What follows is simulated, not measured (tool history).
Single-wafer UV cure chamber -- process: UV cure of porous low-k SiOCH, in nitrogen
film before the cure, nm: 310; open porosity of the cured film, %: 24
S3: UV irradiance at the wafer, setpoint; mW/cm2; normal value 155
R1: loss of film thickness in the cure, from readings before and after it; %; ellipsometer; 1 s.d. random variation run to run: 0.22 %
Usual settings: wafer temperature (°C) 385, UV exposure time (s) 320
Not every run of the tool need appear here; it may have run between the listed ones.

Run 1, hour 0.0: usual settings. Result: R1 16.284 %.
Run 2, hour 27.7: usual settings. Result: R1 15.754 %.
At hour 91.9: quartz window cleaned.
Run 3, hour 149.8: usual settings but UV exposure time (s) 420. Result: R1 17.892 %.
Run 4, hour 204.2: usual settings but UV exposure time (s) 420. Result: R1 17.582 %.
Run 5, hour 269.9: usual settings. Result: R1 15.919 %.
Run 6, hour 333.3: usual settings. Result: R1 15.727 %.
At hour 375.3: quartz window cleaned.
Run 7, hour 388.3: usual settings. Result: R1 16.501 %.
Run 8, hour 436.6: usual settings. Result: R1 16.271 %.
Run 9, hour 482.8: usual settings but S3 167 mW/cm2. Result: R1 16.935 %.
Run 10, hour 553.3: usual settings but S3 167 mW/cm2. Result: R1 16.438 %.
Run 11, hour 601.3: usual settings but S3 167 mW/cm2. Result: R1 16.138 %.
Run 12, hour 637.8: usual settings but UV exposure time (s) 480, S3 129 mW/cm2. Result: R1 16.978 %.

What does the tool deliver on the next run?
At hour 670.5: UV bulbs replaced.
At hour 676.4: quartz window cleaned.
Run 13, hour 676.9: usual settings but UV exposure time (s) 505, S3 139 mW/cm2. Result: R1 ?.

{"run 13": {"R1": 18.389}}
With the hidden condition absent and the run-to-run variation left alone, this run would have shown R1 18.494 %.
